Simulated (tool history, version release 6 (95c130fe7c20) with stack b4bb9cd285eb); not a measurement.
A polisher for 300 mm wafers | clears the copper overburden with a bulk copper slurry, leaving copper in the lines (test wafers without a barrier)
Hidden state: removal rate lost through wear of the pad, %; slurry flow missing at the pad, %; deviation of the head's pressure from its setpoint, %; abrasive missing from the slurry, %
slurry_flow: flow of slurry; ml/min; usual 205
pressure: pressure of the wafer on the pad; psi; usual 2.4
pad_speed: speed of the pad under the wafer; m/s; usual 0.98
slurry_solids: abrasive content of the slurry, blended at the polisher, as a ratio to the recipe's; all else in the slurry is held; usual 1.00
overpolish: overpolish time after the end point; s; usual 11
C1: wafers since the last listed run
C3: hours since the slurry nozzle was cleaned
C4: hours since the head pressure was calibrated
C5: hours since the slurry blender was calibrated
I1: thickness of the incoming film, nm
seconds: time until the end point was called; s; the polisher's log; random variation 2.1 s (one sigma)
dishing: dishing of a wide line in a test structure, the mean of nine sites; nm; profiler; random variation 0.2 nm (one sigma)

{"run": 1, "day": 0.0, "slurry_flow": 205, "pressure": 2.4, "pad_speed": 0.98, "slurry_solids": 1.0, "overpolish": 11, "C1": 0, "wafers polished on this pad": 264, "C3": 599.9, "C4": 815.0, "C5": 44.5, "I1": 1130.6, "seconds": 166.0, "dishing": 19.2}
{"run": 2, "day": 0.679, "slurry_flow": 205, "pressure": 2.4, "pad_speed": 0.98, "slurry_solids": 1.0, "overpolish": 11, "C1": 77, "wafers polished on this pad": 341, "C3": 616.2, "C4": 831.3, "C5": 60.8, "I1": 1114.2, "seconds": 164.9, "dishing": 19.1}
{"run": 3, "day": 1.158, "slurry_flow": 205, "pressure": 2.4, "pad_speed": 0.98, "slurry_solids": 1.0, "overpolish": 11, "C1": 54, "wafers polished on this pad": 396, "C3": 627.7, "C4": 842.8, "C5": 72.3, "I1": 1119.4, "seconds": 167.3, "dishing": 19.2}
{"run": 4, "day": 1.762, "slurry_flow": 205, "pressure": 2.4, "pad_speed": 0.92, "slurry_solids": 1.0, "overpolish": 13, "C1": 68, "wafers polished on this pad": 464, "C3": 642.2, "C4": 857.3, "C5": 86.8, "I1": 1124.4, "seconds": 172.5, "dishing": 19.8}
{"run": 5, "day": 3.092, "slurry_flow": 205, "pressure": 2.4, "pad_speed": 1.18, "slurry_solids": 1.0, "overpolish": 11, "C1": 151, "wafers polished on this pad": 615, "C3": 674.1, "C4": 889.2, "C5": 118.7, "I1": 1118.5, "seconds": 140.9, "dishing": 19.7}
{"run": 6, "day": 3.379, "slurry_flow": 205, "pressure": 2.4, "pad_speed": 0.98, "slurry_solids": 1.0, "overpolish": 11, "C1": 32, "wafers polished on this pad": 648, "C3": 681.0, "C4": 896.1, "C5": 125.6, "I1": 1130.7, "seconds": 169.5, "dishing": 19.3}
{"run": 7, "day": 4.888, "slurry_flow": 205, "pressure": 2.4, "pad_speed": 0.98, "slurry_solids": 1.0, "overpolish": 11, "C1": 171, "wafers polished on this pad": 820, "C3": 717.2, "C4": 932.3, "C5": 161.8, "I1": 1138.8, "seconds": 170.0, "dishing": 19.3}
{"run": 8, "day": 5.538, "slurry_flow": 170, "pressure": 2.4, "pad_speed": 0.98, "slurry_solids": 1.0, "overpolish": 11, "C1": 73, "wafers polished on this pad": 894, "C3": 732.8, "C4": 947.9, "C5": 177.4, "I1": 1135.6, "seconds": 180.4, "dishing": 19.3}
{"day": 5.879, "done": "slurry blender recalibrated"}
{"day": 5.921, "done": "worn pad replaced by a new one"}
{"run": 9, "day": 5.942, "slurry_flow": 205, "pressure": 2.6, "pad_speed": 0.98, "slurry_solids": 1.0, "overpolish": 11, "C1": 31, "wafers polished on this pad": 2, "C3": 742.5, "C4": 957.6, "C5": 1.5, "I1": 1128.1, "seconds": 176.6, "dishing": 19.0}
{"run": 10, "day": 6.233, "slurry_flow": 205, "pressure": 2.4, "pad_speed": 0.98, "slurry_solids": 1.0, "overpolish": 11, "C1": 33, "wafers polished on this pad": 35, "C3": 749.5, "C4": 964.6, "C5": 8.5, "I1": 1143.5, "seconds": 194.8, "dishing": 19.0}
{"run": 11, "day": 6.508, "slurry_flow": 205, "pressure": 1.8, "pad_speed": 0.98, "slurry_solids": 1.0, "overpolish": 11, "C1": 31, "wafers polished on this pad": 66, "C3": 756.1, "C4": 971.2, "C5": 15.1, "I1": 1123.5, "seconds": 238.9, "dishing": 17.5}
{"day": 7.242, "done": "head pressure recalibrated"}
{"day": 7.246, "done": "slurry nozzle cleaned"}
{"run": 12, "day": 7.262, "slurry_flow": 205, "pressure": 2.4, "pad_speed": 1.16, "slurry_solids": 1.0, "overpolish": 9, "C1": 76, "wafers polished on this pad": 142, "C3": 0.4, "C4": 0.5, "C5": 33.2, "I1": 1113.8, "seconds": 162.3, "dishing": 18.8}
{"run": 13, "day": 7.496, "slurry_flow": 205, "pressure": 2.4, "pad_speed": 0.98, "slurry_solids": 1.25, "overpolish": 11, "C1": 26, "wafers polished on this pad": 169, "C3": 6.0, "C4": 6.1, "C5": 38.8, "I1": 1128.6, "seconds": 178.8, "dishing": 19.0}
{"day": 8.088, "done": "worn pad replaced by a new one, repeated, since the last time left the tool worse"}
{"run": 14, "day": 8.108, "slurry_flow": 255, "pressure": 1.7, "pad_speed": 0.74, "slurry_solids": 1.25, "overpolish": 11, "C1": 50, "wafers polished on this pad": 2, "C3": 20.7, "C4": 20.8, "C5": 53.5, "I1": 1132.1, "seconds": 254.7, "dishing": 17.5}
{"run": 15, "day": 8.4, "slurry_flow": 255, "pressure": 2.9, "pad_speed": 1.24, "slurry_solids": 1.0, "overpolish": 11, "C1": 33, "wafers polished on this pad": 35, "C3": 27.7, "C4": 27.8, "C5": 60.5, "I1": 1151.9, "seconds": 110.7, "dishing": 20.5}
{"run": 16, "day": 9.138, "slurry_flow": 275, "pressure": 2.6, "pad_speed": 0.98, "slurry_solids": 1.0, "overpolish": 11, "C1": 83, "wafers polished on this pad": 119, "C3": 45.4, "C4": 45.5, "C5": 78.2, "I1": 1143.7, "seconds": 147.9, "dishing": 19.9}
{"run": 17, "day": 9.812, "slurry_flow": 205, "pressure": 2.4, "pad_speed": 1.08, "slurry_solids": 1.15, "overpolish": 5, "C1": 76, "wafers polished on this pad": 196, "C3": 61.6, "C4": 61.7, "C5": 94.4, "I1": 1133.6, "seconds": 143.7, "dishing": 16.3}
{"run": 18, "day": 10.467, "slurry_flow": 205, "pressure": 2.4, "pad_speed": 0.98, "slurry_solids": 1.0, "overpolish": 11, "C1": 74, "wafers polished on this pad": 270, "C3": 77.3, "C4": 77.4, "C5": 110.1, "I1": 1115.7, "seconds": 164.5, "dishing": 19.4}
{"run": 19, "day": 10.971, "slurry_flow": 155, "pressure": 2.4, "pad_speed": 1.14, "slurry_solids": 1.3, "overpolish": 15, "C1": 57, "wafers polished on this pad": 327, "C3": 89.4, "C4": 89.5, "C5": 122.2, "I1": 1116.8, "seconds": 136.4, "dishing": 20.0}
{"run": 20, "day": 11.658, "slurry_flow": 205, "pressure": 2.4, "pad_speed": 0.98, "slurry_solids": 1.0, "overpolish": 11, "C1": 78, "wafers polished on this pad": 406, "C3": 105.9, "C4": 106.0, "C5": 138.7, "I1": 1112.2, "seconds": 164.2, "dishing": 19.1}

3 ways to go on from here, each from the tool as it stands after run 20. What would each give?
{"run": "A", "day": 11.679, "slurry_flow": 205, "pressure": 2.4, "pad_speed": 0.98, "slurry_solids": 1.0, "overpolish": 11, "C1": 2, "wafers polished on this pad": 408, "C3": 106.4, "C4": 106.5, "C5": 139.2, "I1": 1132.4, "seconds": "?", "dishing": "?"}
{"run": "B", "day": 11.679, "slurry_flow": 270, "pressure": 1.8, "pad_speed": 0.84, "slurry_solids": 1.0, "overpolish": 7, "C1": 2, "wafers polished on this pad": 408, "C3": 106.4, "C4": 106.5, "C5": 139.2, "I1": 1132.4, "seconds": "?", "dishing": "?"}
{"run": "C", "day": 11.679, "slurry_flow": 230, "pressure": 2.4, "pad_speed": 0.98, "slurry_solids": 1.0, "overpolish": 11, "C1": 2, "wafers polished on this pad": 408, "C3": 106.4, "C4": 106.5, "C5": 139.2, "I1": 1132.4, "seconds": "?", "dishing": "?"}

run=A seconds=167.5 dishing=19.3
run=B seconds=235.6 dishing=15.1
run=C seconds=165.3 dishing=19.4
Without the tool's hidden state the same runs would have given:
run=A seconds=162.4 dishing=19.4
run=B seconds=228.5 dishing=15.4
run=C seconds=160.2 dishing=19.5
